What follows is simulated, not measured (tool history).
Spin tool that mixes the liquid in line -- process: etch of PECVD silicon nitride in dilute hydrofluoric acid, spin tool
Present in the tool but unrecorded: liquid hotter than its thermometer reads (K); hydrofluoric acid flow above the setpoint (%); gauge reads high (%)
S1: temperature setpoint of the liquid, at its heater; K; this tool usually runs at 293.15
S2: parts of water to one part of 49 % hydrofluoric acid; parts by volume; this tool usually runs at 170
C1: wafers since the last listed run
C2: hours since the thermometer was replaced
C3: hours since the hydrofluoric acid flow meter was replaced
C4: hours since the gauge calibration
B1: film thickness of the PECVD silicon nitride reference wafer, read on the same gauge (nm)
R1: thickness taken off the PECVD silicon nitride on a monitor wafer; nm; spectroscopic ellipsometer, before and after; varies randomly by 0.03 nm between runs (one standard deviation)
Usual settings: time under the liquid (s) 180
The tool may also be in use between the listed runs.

run 1 hour=0.0 | S1=293.15 S2=170 time_under_the_liquid_(s)=180 | C1=0 C2=235.0 C3=428.5 C4=536.4 | B1=60.017 | R1=3.418
run 2 hour=38.6 | S1=293.15 S2=170 time_under_the_liquid_(s)=180 | C1=177 C2=273.6 C3=467.1 C4=575.0 | B1=59.998 | R1=3.471
run 3 hour=106.3 | S1=293.15 S2=170 time_under_the_liquid_(s)=180 | C1=311 C2=341.3 C3=534.8 C4=642.7 | B1=60.000 | R1=3.492
run 4 hour=132.7 | S1=293.15 S2=170 time_under_the_liquid_(s)=180 | C1=121 C2=367.7 C3=561.2 C4=669.1 | B1=59.999 | R1=3.437
run 5 hour=169.4 | S1=293.15 S2=170 time_under_the_liquid_(s)=180 | C1=168 C2=404.4 C3=597.9 C4=705.8 | B1=60.013 | R1=3.451
run 6 hour=229.4 | S1=293.15 S2=170 time_under_the_liquid_(s)=180 | C1=275 C2=464.4 C3=657.9 C4=765.8 | B1=59.997 | R1=3.516
run 7 hour=289.6 | S1=293.15 S2=170 time_under_the_liquid_(s)=180 | C1=276 C2=524.6 C3=718.1 C4=826.0 | B1=59.996 | R1=3.529
run 8 hour=340.0 | S1=294.15 S2=170 time_under_the_liquid_(s)=135 | C1=231 C2=575.0 C3=768.5 C4=876.4 | B1=59.988 | R1=2.818
run 9 hour=370.3 | S1=293.15 S2=170 time_under_the_liquid_(s)=235 | C1=139 C2=605.3 C3=798.8 C4=906.7 | B1=59.997 | R1=4.645
run 10 hour=412.8 | S1=293.15 S2=170 time_under_the_liquid_(s)=235 | C1=195 C2=647.8 C3=841.3 C4=949.2 | B1=60.016 | R1=4.680
run 11 hour=466.7 | S1=293.15 S2=210 time_under_the_liquid_(s)=210 | C1=247 C2=701.7 C3=895.2 C4=1003.1 | B1=59.975 | R1=3.411
run 12 hour=494.3 | S1=297.15 S2=170 time_under_the_liquid_(s)=180 | C1=126 C2=729.3 C3=922.8 C4=1030.7 | B1=60.004 | R1=4.642
run 13 hour=662.0 | S1=291.15 S2=190 time_under_the_liquid_(s)=265 | C1=770 C2=897.0 C3=1090.5 C4=1198.4 | B1=60.020 | R1=4.149
run 14 hour=708.6 | S1=293.15 S2=235 time_under_the_liquid_(s)=250 | C1=214 C2=943.6 C3=1137.1 C4=1245.0 | B1=60.008 | R1=3.659
run 15 hour=777.3 | S1=293.15 S2=170 time_under_the_liquid_(s)=180 | C1=315 C2=1012.3 C3=1205.8 C4=1313.7 | B1=60.006 | R1=3.609
run 16 hour=815.8 | S1=293.15 S2=170 time_under_the_liquid_(s)=270 | C1=176 C2=1050.8 C3=1244.3 C4=1352.2 | B1=59.986 | R1=5.445
run 17 hour=859.0 | S1=293.15 S2=170 time_under_the_liquid_(s)=180 | C1=198 C2=1094.0 C3=1287.5 C4=1395.4 | B1=59.988 | R1=3.672
-- hour=905.2 hydrofluoric acid flow meter replaced
run 18 hour=907.4 | S1=294.65 S2=215 time_under_the_liquid_(s)=245 | C1=217 C2=1142.4 C3=2.2 C4=1443.8 | B1=60.024 | R1=4.589
run 19 hour=966.6 | S1=295.65 S2=235 time_under_the_liquid_(s)=250 | C1=272 C2=1201.6 C3=61.4 C4=1503.0 | B1=59.970 | R1=4.459
run 20 hour=1000.7 | S1=291.65 S2=170 time_under_the_liquid_(s)=180 | C1=156 C2=1235.7 C3=95.5 C4=1537.1 | B1=60.005 | R1=3.488
run 21 hour=1038.4 | S1=293.15 S2=115 time_under_the_liquid_(s)=275 | C1=173 C2=1273.4 C3=133.2 C4=1574.8 | B1=59.990 | R1=8.742
run 22 hour=1066.4 | S1=293.15 S2=170 time_under_the_liquid_(s)=180 | C1=128 C2=1301.4 C3=161.2 C4=1602.8 | B1=60.006 | R1=3.809
-- hour=1115.0 thermometer replaced
run 23 hour=1119.2 | S1=295.15 S2=170 time_under_the_liquid_(s)=180 | C1=238 C2=4.2 C3=214.0 C4=1655.6 | B1=59.987 | R1=4.363
-- hour=1155.9 hydrofluoric acid flow meter replaced, repeated, since the last time left the tool worse
run 24 hour=1156.4 | S1=296.15 S2=245 time_under_the_liquid_(s)=85 | C1=166 C2=41.4 C3=0.5 C4=1692.8 | B1=60.005 | R1=1.362
-- hour=1158.4 gauge calibrated
run 25 hour=1222.9 | S1=296.15 S2=170 time_under_the_liquid_(s)=180 | C1=305 C2=107.9 C3=67.0 C4=64.5 | B1=60.008 | R1=4.146
run 26 hour=1270.7 | S1=293.15 S2=170 time_under_the_liquid_(s)=180 | C1=219 C2=155.7 C3=114.8 C4=112.3 | B1=59.989 | R1=3.379
run 27 hour=1308.5 | S1=294.15 S2=170 time_under_the_liquid_(s)=135 | C1=173 C2=193.5 C3=152.6 C4=150.1 | B1=60.026 | R1=2.701
run 28 hour=1352.6 | S1=295.65 S2=90 time_under_the_liquid_(s)=180 | C1=202 C2=237.6 C3=196.7 C4=194.2 | B1=59.992 | R1=7.445
run 29 hour=1419.1 | S1=291.15 S2=245 time_under_the_liquid_(s)=180 | C1=305 C2=304.1 C3=263.2 C4=260.7 | B1=60.004 | R1=2.111
run 30 hour=1471.0 | S1=293.15 S2=120 time_under_the_liquid_(s)=110 | C1=238 C2=356.0 C3=315.1 C4=312.6 | B1=60.015 | R1=2.947
run 31 hour=1539.9 | S1=293.15 S2=170 time_under_the_liquid_(s)=180 | C1=316 C2=424.9 C3=384.0 C4=381.5 | B1=59.997 | R1=3.439
run 32 hour=1600.5 | S1=290.15 S2=170 time_under_the_liquid_(s)=70 | C1=278 C2=485.5 C3=444.6 C4=442.1 | B1=60.009 | R1=1.105
run 33 hour=1631.8 | S1=293.15 S2=170 time_under_the_liquid_(s)=280 | C1=143 C2=516.8 C3=475.9 C4=473.4 | B1=59.994 | R1=5.324

List, for all runs, the conditions of the tool that the log does not record:
liquid hotter than its thermometer reads (K): 0 across all the runs
gauge reads high (%): 0 across all the runs
H1: hydrofluoric acid flow above the setpoint (%)
run=1 H1=3.1
run=2 H1=3.35
run=3 H1=3.78
run=4 H1=3.94
run=5 H1=4.18
run=6 H1=4.56
run=7 H1=4.94
run=8 H1=5.26
run=9 H1=5.45
run=10 H1=5.72
run=11 H1=6.07
run=12 H1=6.24
run=13 H1=7.31
run=14 H1=7.6
run=15 H1=8.04
run=16 H1=8.28
run=17 H1=8.56
run=18 H1=14.1
run=19 H1=14.5
run=20 H1=14.7
run=21 H1=14.9
run=22 H1=15.1
run=23 H1=15.4
run=24 H1=0.279
run=25 H1=0.702
run=26 H1=1.01
run=27 H1=1.25
run=28 H1=1.53
run=29 H1=1.95
run=30 H1=2.28
run=31 H1=2.72
run=32 H1=3.1
run=33 H1=3.3
